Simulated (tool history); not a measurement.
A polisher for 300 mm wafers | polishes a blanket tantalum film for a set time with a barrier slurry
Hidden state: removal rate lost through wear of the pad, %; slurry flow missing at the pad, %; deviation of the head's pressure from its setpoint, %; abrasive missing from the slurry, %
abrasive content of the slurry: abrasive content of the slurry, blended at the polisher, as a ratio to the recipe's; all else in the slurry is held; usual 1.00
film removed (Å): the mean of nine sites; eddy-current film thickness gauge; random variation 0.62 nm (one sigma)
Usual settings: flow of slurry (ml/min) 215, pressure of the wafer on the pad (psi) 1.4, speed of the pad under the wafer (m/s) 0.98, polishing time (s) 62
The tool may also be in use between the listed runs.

run,hour,flow of slurry (ml/min),pressure of the wafer on the pad (psi),speed of the pad under the wafer (m/s),abrasive content of the slurry,polishing time (s),wafers since the last listed run,wafers polished on this pad,hours since the slurry nozzle was cleaned,hours since the head pressure was calibrated,hours since the slurry blender was calibrated,"incoming thickness of the incoming film, nm",film removed (Å)
1,0.0,215,1.4,0.98,1.00,62,0,390,205.8,29.3,70.7,371.9,651
2,33.5,215,1.4,0.98,1.00,54,345,735,239.3,62.8,104.2,369.6,569
3,57.1,215,1.4,0.98,1.00,54,243,979,262.9,86.4,127.8,370.8,562
# hour 70.9: slurry blender recalibrated
4,71.4,215,1.4,0.98,1.00,54,126,1105,277.2,100.7,0.5,369.4,562
5,88.7,215,1.4,1.24,1.00,56,178,1283,294.5,118.0,17.8,373.7,751
# hour 108.1: worn pad replaced by a new one
6,117.4,215,1.4,0.98,1.00,62,254,95,323.2,146.7,46.5,371.0,659
7,130.8,215,1.4,0.98,1.00,62,138,233,336.6,160.1,59.9,364.9,649
8,147.4,215,1.4,0.98,1.00,62,171,404,353.2,176.7,76.5,372.8,645
9,166.2,215,1.4,1.20,1.00,62,193,598,372.0,195.5,95.3,369.6,803
10,194.7,215,1.4,1.20,1.00,62,293,891,400.5,224.0,123.8,368.8,812
11,214.2,215,1.4,0.98,1.00,62,200,1092,420.0,243.5,143.3,368.4,655
# hour 220.6: slurry blender recalibrated
12,234.6,215,1.7,0.98,1.05,62,189,1282,440.4,263.9,14.0,370.6,790
# hour 246.9: worn pad replaced by a new one
13,266.9,215,1.4,0.98,1.00,62,291,206,472.7,296.2,46.3,367.3,652
14,301.5,215,1.4,0.98,1.00,62,356,562,507.3,330.8,80.9,374.8,661
15,328.5,270,1.1,0.98,1.00,43,278,840,534.3,357.8,107.9,374.6,371
# hour 346.4: head pressure recalibrated
16,358.5,215,1.4,0.98,1.00,62,288,1129,564.3,12.1,137.9,371.8,652
# hour 374.3: slurry blender recalibrated
# hour 374.4: worn pad replaced by a new one
17,374.8,215,1.0,0.98,1.00,53,146,4,580.6,28.4,0.5,368.3,409
18,400.3,215,1.6,0.98,1.15,75,262,266,606.1,53.9,26.0,367.0,926
19,415.2,215,1.4,0.98,0.85,68,153,420,621.0,68.8,40.9,368.8,656
# hour 427.2: slurry nozzle cleaned
20,443.8,215,1.0,0.98,1.00,72,284,704,16.6,97.4,69.5,366.0,564
21,457.7,215,1.4,1.12,1.00,62,143,847,30.5,111.3,83.4,368.6,742
22,486.6,215,1.4,0.98,1.00,54,297,1145,59.4,140.2,112.3,370.6,570
23,504.4,255,1.1,0.98,1.00,62,183,1329,77.2,158.0,130.1,373.7,526
# hour 520.2: worn pad replaced by a new one
# hour 534.8: slurry blender recalibrated
24,564.0,215,1.4,0.98,1.00,62,552,430,136.8,217.6,29.2,361.7,653
25,582.0,215,1.4,0.88,0.90,62,185,615,154.8,235.6,47.2,363.7,552
26,611.3,215,1.7,0.66,1.00,70,301,917,184.1,264.9,76.5,370.2,596
27,641.6,215,1.4,1.30,1.00,62,312,1229,214.4,295.2,106.8,365.0,861
# hour 673.5: worn pad replaced by a new one
28,676.2,250,1.4,0.98,1.15,62,315,27,249.0,329.8,141.4,375.9,701

Forecast each of these 5 alternatives for the next run:
A,676.6,215,1.4,0.98,1.00,62,4,31,249.4,330.2,141.8,373.0,?
B,676.6,215,1.4,1.22,1.10,82,4,31,249.4,330.2,141.8,373.0,?
C,676.6,215,1.4,0.98,0.75,62,4,31,249.4,330.2,141.8,373.0,?
D,676.6,275,1.4,0.74,1.15,62,4,31,249.4,330.2,141.8,373.0,?
E,676.6,260,1.4,0.82,1.00,62,4,31,249.4,330.2,141.8,373.0,?

run,film removed (Å)
A,645
B,1104
C,548
D,526
E,549
Without the tool's hidden state the same runs would have given:
run,film removed (Å)
A,645
B,1104
C,548
D,526
E,549

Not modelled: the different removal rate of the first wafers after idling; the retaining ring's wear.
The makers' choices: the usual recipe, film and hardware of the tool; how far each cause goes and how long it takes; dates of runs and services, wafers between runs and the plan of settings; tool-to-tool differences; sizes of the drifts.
